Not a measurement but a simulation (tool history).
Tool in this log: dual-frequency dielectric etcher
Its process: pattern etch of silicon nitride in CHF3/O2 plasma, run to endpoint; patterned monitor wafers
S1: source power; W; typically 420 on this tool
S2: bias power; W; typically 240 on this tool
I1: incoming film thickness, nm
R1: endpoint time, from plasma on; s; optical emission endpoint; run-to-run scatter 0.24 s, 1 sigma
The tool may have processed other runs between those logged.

run 1 day=0 | S1=420 S2=240 | I1=59.8 | R1=39.3
run 2 day=0.346 | S1=420 S2=240 | I1=60.1 | R1=39.9
run 3 day=0.654 | S1=420 S2=240 | I1=59.3 | R1=39.4
run 4 day=1.617 | S1=420 S2=240 | I1=59.8 | R1=40
run 5 day=2.029 | S1=420 S2=240 | I1=60.2 | R1=39.8
run 6 day=2.583 | S1=420 S2=240 | I1=59.4 | R1=39.4
run 7 day=3.092 | S1=420 S2=240 | I1=60.1 | R1=39.7
run 8 day=3.696 | S1=420 S2=240 | I1=59.7 | R1=39.9
run 9 day=4.262 | S1=420 S2=240 | I1=60.6 | R1=40
run 10 day=4.658 | S1=420 S2=240 | I1=60.5 | R1=40.7
run 11 day=5.233 | S1=420 S2=240 | I1=60.7 | R1=40.5
run 12 day=5.596 | S1=420 S2=240 | I1=60 | R1=40.3
-- day=6.979 wet clean of the chamber
run 13 day=7 | S1=420 S2=204 | I1=59.8 | R1=40.6
run 14 day=7.017 | S1=420 S2=255 | I1=60.1 | R1=38
-- day=8.246 upper electrode replaced
run 15 day=8.267 | S1=420 S2=255 | I1=59.7 | R1=37.9
run 16 day=8.279 | S1=350 S2=240 | I1=60 | R1=40.9
run 17 day=8.6 | S1=490 S2=273 | I1=60.8 | R1=35.4
-- day=9.275 bias power generator calibrated
run 18 day=9.296 | S1=370 S2=279 | I1=60 | R1=38.2
run 19 day=9.838 | S1=340 S2=240 | I1=60 | R1=41.3
run 20 day=10.275 | S1=360 S2=271 | I1=60.1 | R1=39
run 21 day=10.971 | S1=420 S2=255 | I1=59.7 | R1=37.8
run 22 day=11.975 | S1=380 S2=202 | I1=59.9 | R1=42.6
run 23 day=12.708 | S1=420 S2=289 | I1=60.2 | R1=36.7
-- day=13.129 source power generator calibrated
run 24 day=13.15 | S1=390 S2=263 | I1=59.3 | R1=38.3
run 25 day=14.692 | S1=420 S2=298 | I1=61.1 | R1=37
run 26 day=15.175 | S1=420 S2=240 | I1=60.3 | R1=39.4
run 27 day=15.567 | S1=350 S2=221 | I1=59.9 | R1=42.6
run 28 day=16.229 | S1=330 S2=295 | I1=60.5 | R1=39.5
run 29 day=16.588 | S1=420 S2=240 | I1=59.8 | R1=38.8
run 30 day=17.3 | S1=420 S2=240 | I1=59.9 | R1=39.3
run 31 day=17.771 | S1=420 S2=240 | I1=59.5 | R1=39.4
run 32 day=18.175 | S1=500 S2=240 | I1=59.5 | R1=36.7

Consider 3 possible next runs. They are alternatives, not a sequence: every one starts from the tool as it was left by run 32. What does each give?
run A day=18.192 | S1=420 S2=240 | I1=60.1 | R1=?
run B day=18.192 | S1=450 S2=260 | I1=60.1 | R1=?
run C day=18.192 | S1=380 S2=286 | I1=60.1 | R1=?

run=A R1=39.5
run=B R1=37.6
run=C R1=38.3
The same runs, with their run-to-run variation unchanged, on a tool lacking any hidden condition would have given:
run=A R1=38.7
run=B R1=36.9
run=C R1=37.6

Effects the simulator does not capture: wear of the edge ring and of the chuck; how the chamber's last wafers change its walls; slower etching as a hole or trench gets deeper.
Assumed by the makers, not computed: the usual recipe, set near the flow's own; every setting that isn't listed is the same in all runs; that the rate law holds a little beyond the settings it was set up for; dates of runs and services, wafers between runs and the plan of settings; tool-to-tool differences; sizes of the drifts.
